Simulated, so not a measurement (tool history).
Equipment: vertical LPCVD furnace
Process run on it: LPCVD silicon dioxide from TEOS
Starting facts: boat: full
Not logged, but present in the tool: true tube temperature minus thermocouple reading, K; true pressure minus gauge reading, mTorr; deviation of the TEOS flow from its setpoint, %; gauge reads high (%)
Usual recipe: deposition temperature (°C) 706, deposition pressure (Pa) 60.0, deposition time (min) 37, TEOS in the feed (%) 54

run,hour,deposition temperature (°C),deposition pressure (Pa),deposition time (min),TEOS in the feed (%),wafers since the last listed run,hours since the last temperature calibration,hours since the pressure gauge was zeroed,hours since the TEOS flow controller was replaced,hours since the gauge calibration,"read-back reference wafer on the same gauge, thickness",film thickness on the monitor wafer in the middle of the boat (nm)
1,0.0,706,60.0,37,54,0,2636.3,3496.7,4389.6,146.7,301.09,390.08
2,29.7,706,55.3,37,54,471,2666.0,3526.4,4419.3,176.4,300.90,375.23
3,71.5,706,55.3,37,54,663,2707.8,3568.2,4461.1,218.2,300.79,374.42
4,133.3,706,55.3,37,54,980,2769.6,3630.0,4522.9,280.0,301.07,374.96
5,184.9,706,60.0,37,54,818,2821.2,3681.6,4574.5,331.6,300.99,391.80
# hour 212.8: gauge calibrated
# hour 218.5: pressure gauge zeroed
# hour 260.6: thermocouples replaced and temperature profile calibrated
6,261.1,706,60.0,37,54,447,0.5,42.6,4650.7,48.3,301.02,358.19
# hour 314.4: TEOS flow controller replaced
7,315.6,703,60.0,37,54,483,55.0,97.1,1.2,102.8,300.88,336.30

Run 8 has not been measured yet. What should we expect?
8,347.7,706,60.0,37,54,509,87.1,129.2,33.3,134.9,?,?

{"run 8": {"read-back reference wafer on the same gauge, thickness": 301.15, "film thickness on the monitor wafer in the middle of the boat (nm)": 361.05}}
Had the tool carried no hidden state, the very same run would have given film thickness on the monitor wafer in the middle of the boat (nm) 355.70.
